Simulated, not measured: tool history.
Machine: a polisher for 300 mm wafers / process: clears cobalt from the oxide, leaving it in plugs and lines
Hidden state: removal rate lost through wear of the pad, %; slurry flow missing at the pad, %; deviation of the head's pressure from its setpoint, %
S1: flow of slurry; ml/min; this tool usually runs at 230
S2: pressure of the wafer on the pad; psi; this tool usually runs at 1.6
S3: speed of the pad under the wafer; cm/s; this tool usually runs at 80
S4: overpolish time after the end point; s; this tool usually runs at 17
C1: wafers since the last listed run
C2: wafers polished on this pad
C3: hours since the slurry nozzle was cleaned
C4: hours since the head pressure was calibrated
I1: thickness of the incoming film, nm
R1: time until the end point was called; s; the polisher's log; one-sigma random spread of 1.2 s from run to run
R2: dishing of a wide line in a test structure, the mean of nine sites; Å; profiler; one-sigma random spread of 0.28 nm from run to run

| run | day | S1 | S2 | S3 | S4 | C1 | C2 | C3 | C4 | I1 | R1 | R2 |
|---|---|---|---|---|---|---|---|---|---|---|---|---|
| 1 | 0 | 230 | 1.6 | 80 | 17 | 0 | 103 | 332.8 | 815.9 | 218.3 | 69.8 | 268 |
| 2 | 0.971 | 230 | 1.6 | 80 | 13 | 229 | 333 | 356.1 | 839.2 | 218.2 | 67.1 | 238 |
| 3 | 2.4 | 230 | 1.6 | 80 | 20 | 338 | 672 | 390.4 | 873.5 | 224.3 | 69.4 | 283 |
| 4 | 3.546 | 230 | 1.6 | 80 | 17 | 271 | 943 | 417.9 | 901 | 218.9 | 71.2 | 272 |
| 5 | 4.075 | 230 | 1.6 | 80 | 17 | 125 | 1068 | 430.6 | 913.7 | 219.2 | 68.7 | 262 |
| 6 | 4.629 | 190 | 1.6 | 80 | 17 | 131 | 1200 | 443.9 | 927 | 221.5 | 72.2 | 261 |
|  | 5.429 | worn pad replaced by a new one |
| 7 | 5.471 | 190 | 1.6 | 80 | 17 | 159 | 9 | 464.1 | 947.2 | 224.5 | 75.2 | 263 |
| 8 | 6.946 | 230 | 1.6 | 80 | 17 | 349 | 359 | 499.5 | 982.6 | 221.2 | 70.3 | 261 |
| 9 | 7.783 | 230 | 1.6 | 80 | 22 | 198 | 557 | 519.6 | 1002.7 | 219.4 | 72.1 | 294 |
| 10 | 8.812 | 230 | 1.6 | 80 | 22 | 243 | 801 | 544.3 | 1027.4 | 222.5 | 70.6 | 290 |
| 11 | 9.838 | 230 | 1.6 | 80 | 22 | 242 | 1043 | 568.9 | 1052 | 223.3 | 71.2 | 287 |
|  | 9.996 | slurry nozzle cleaned |
| 12 | 10.35 | 230 | 1.6 | 80 | 24 | 111 | 1155 | 8.5 | 1064.3 | 215.6 | 62 | 302 |
|  | 10.558 | head pressure recalibrated |
| 13 | 11.425 | 230 | 1.6 | 80 | 24 | 234 | 1390 | 34.3 | 20.8 | 216.3 | 64.1 | 307 |
|  | 11.833 | worn pad replaced by a new one |
| 14 | 12.796 | 230 | 1.6 | 80 | 24 | 285 | 227 | 67.2 | 53.7 | 216.2 | 66.5 | 303 |
| 15 | 13.779 | 230 | 1.6 | 80 | 17 | 232 | 460 | 90.8 | 77.3 | 217.9 | 64.1 | 269 |
| 16 | 15.221 | 310 | 1.3 | 70 | 8 | 341 | 801 | 125.4 | 111.9 | 222.2 | 85.5 | 153 |
| 17 | 16.229 | 230 | 1.6 | 92 | 17 | 238 | 1040 | 149.6 | 136.1 | 215.5 | 55.8 | 282 |
| 18 | 16.754 | 230 | 2 | 80 | 17 | 124 | 1164 | 162.2 | 148.7 | 218.9 | 51.4 | 286 |
|  | 17.375 | worn pad replaced by a new one |
| 19 | 18.192 | 280 | 1.6 | 54 | 17 | 300 | 193 | 196.7 | 183.2 | 220.3 | 90.5 | 239 |
| 20 | 19.542 | 230 | 1.8 | 98 | 21 | 319 | 512 | 229.1 | 215.6 | 220.2 | 50.9 | 307 |
| 21 | 20.696 | 230 | 1.6 | 68 | 26 | 273 | 786 | 256.8 | 243.3 | 224.8 | 78.1 | 301 |
| 22 | 21.958 | 230 | 1.6 | 80 | 17 | 298 | 1085 | 287.1 | 273.6 | 220.7 | 67.8 | 267 |
|  | 22.254 | worn pad replaced by a new one |
| 23 | 22.754 | 230 | 1.6 | 80 | 17 | 148 | 118 | 306.2 | 292.7 | 219.6 | 68 | 264 |
| 24 | 24.062 | 195 | 2 | 92 | 17 | 309 | 428 | 337.6 | 324.1 | 218.6 | 50.7 | 293 |
| 25 | 24.908 | 230 | 1.4 | 80 | 17 | 200 | 628 | 357.9 | 344.4 | 220.1 | 79.5 | 252 |
| 26 | 26.267 | 230 | 1.6 | 80 | 24 | 321 | 950 | 390.5 | 377 | 218.2 | 68.9 | 294 |
| 27 | 27.242 | 170 | 1.6 | 80 | 17 | 230 | 1181 | 413.9 | 400.4 | 221 | 78.1 | 259 |

Estimate the outcome of run 28 from the log above:
|  | 28.038 | worn pad replaced by a new one |
| 28 | 28.058 | 230 | 1.6 | 80 | 8 | 153 | 4 | 433.5 | 420 | 217.8 | ? | ? |

Run 28 measured R1 67 s, R2 179 Å.
The same run, on a tool lacking any hidden state, would have yielded R1 60.9 s, R2 190 Å.
